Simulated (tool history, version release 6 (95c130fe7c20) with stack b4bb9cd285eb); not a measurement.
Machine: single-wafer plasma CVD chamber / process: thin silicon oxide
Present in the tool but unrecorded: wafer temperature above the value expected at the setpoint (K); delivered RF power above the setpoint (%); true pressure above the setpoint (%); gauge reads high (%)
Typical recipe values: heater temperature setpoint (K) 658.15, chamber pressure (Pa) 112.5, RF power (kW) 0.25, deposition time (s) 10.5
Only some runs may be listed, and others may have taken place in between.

run	hour	heater temperature setpoint (K)	chamber pressure (Pa)	RF power (kW)	deposition time (s)	wafers since the last listed run	hours since the last thermocouple change	hours since the last RF generator calibration	hours since the last manometer calibration	hours since the showerhead was replaced	hours since the gauge calibration	read-back reference wafer on the same gauge, thickness_nm	mean film thickness on the monitor wafer (Å)
1	0	658.15	112.5	0.25	10.5	0	1886.4	2533.6	2468.8	2586.5	447.9	16.501	195.72
2	17.2	658.15	112.5	0.25	10.5	565	1903.6	2550.8	2486	2603.7	465.1	16.517	194.97
3	25.2	658.15	112.5	0.25	10.5	263	1911.6	2558.8	2494	2611.7	473.1	16.522	194.54
4	38.1	658.15	112.5	0.25	9.2	424	1924.5	2571.7	2506.9	2624.6	486	16.502	171.08
5	53	658.15	112.5	0.25	9.2	490	1939.4	2586.6	2521.8	2639.5	500.9	16.527	170.94
6	60.5	658.15	112.5	0.25	10.5	246	1946.9	2594.1	2529.3	2647	508.4	16.504	195.31
7	68.3	658.15	112.5	0.25	10.5	256	1954.7	2601.9	2537.1	2654.8	516.2	16.52	195.09
# hour 82.7: RF generator calibrated
8	83.2	658.15	112.5	0.25	10.5	227	1969.6	0.5	2552	2669.7	531.1	16.501	195.62
9	97.9	666.15	103.9	0.265	9.6	483	1984.3	15.2	2566.7	2684.4	545.8	16.497	170.1
10	113.8	658.15	138	0.205	10.5	523	2000.2	31.1	2582.6	2700.3	561.7	16.516	203.93
11	124.5	663.15	112.5	0.25	9.4	352	2010.9	41.8	2593.3	2711	572.4	16.497	175.06
12	139.8	658.15	112.5	0.25	8.8	503	2026.2	57.1	2608.6	2726.3	587.7	16.512	163.82
13	154.9	658.15	112.5	0.28	10.5	496	2041.3	72.2	2623.7	2741.4	602.8	16.498	206.62
# hour 177.5: thermocouple changed; heater temperature recalibrated
14	178	658.15	127.6	0.25	10.5	496	0.5	95.3	2646.8	2764.5	625.9	16.481	216.41
# hour 183.3: gauge calibrated
# hour 190.6: capacitance manometer re-zeroed and calibrated
# hour 191.9: showerhead replaced
15	192.4	658.15	112.5	0.25	8.8	167	14.9	109.7	1.8	0.5	9.1	16.502	151.97
16	198.8	666.15	96.9	0.27	12.1	210	21.3	116.1	8.2	6.9	15.5	16.498	184.28
17	207.4	648.15	100.9	0.2	12	282	29.9	124.7	16.8	15.5	24.1	16.47	161.8
18	218.9	658.15	112.5	0.25	10.5	378	41.4	136.2	28.3	27	35.6	16.486	180.73
19	227.1	658.15	94.5	0.25	12.3	269	49.6	144.4	36.5	35.2	43.8	16.487	175.57
20	244.8	645.15	112.5	0.27	10.5	582	67.3	162.1	54.2	52.9	61.5	16.496	190.08
21	258.2	658.15	132.3	0.25	10.5	440	80.7	175.5	67.6	66.3	74.9	16.487	209.25
22	270	651.15	122.5	0.25	10.5	388	92.5	187.3	79.4	78.1	86.7	16.502	198.17
23	280.5	664.15	112.5	0.25	10.5	345	103	197.8	89.9	88.6	97.2	16.495	181.88
24	287.3	658.15	112.5	0.25	10.5	223	109.8	204.6	96.7	95.4	104	16.498	182.36
25	298.6	658.15	112.5	0.25	10.5	371	121.1	215.9	108	106.7	115.3	16.486	183.56
26	313.9	658.15	85.1	0.25	11.4	503	136.4	231.2	123.3	122	130.6	16.491	143.61
27	324.4	646.15	101.6	0.265	9.9	345	146.9	241.7	133.8	132.5	141.1	16.493	160.72
28	373.8	653.15	112.5	0.25	10.5	1625	196.3	291.1	183.2	181.9	190.5	16.497	184.31

What differs in the tool's unlogged condition from the final listed run ahead of each entry between runs to the first listed run following it?
In the gap between runs 7 and 8: RF generator calibrated (hour 82.7)
  true pressure above the setpoint (%): 8.13 -> 8.14
  what was measured, less what the result would be without the hidden state, mean film thickness on the monitor wafer (Å): +13.96 -> +14.01
In the gap between runs 13 and 14: thermocouple changed; heater temperature recalibrated (hour 177.5)
  true pressure above the setpoint (%): 8.17 -> 8.18
  what was measured, less what the result would be without the hidden state, mean film thickness on the monitor wafer (Å): +14.85 -> +12.49
In the gap between runs 14 and 15: gauge calibrated (hour 183.3); capacitance manometer re-zeroed and calibrated (hour 190.6); showerhead replaced (hour 191.9)
  true pressure above the setpoint (%): 8.18 -> -0.176
  what was measured, less what the result would be without the hidden state, mean film thickness on the monitor wafer (Å): +12.49 -> -0.25
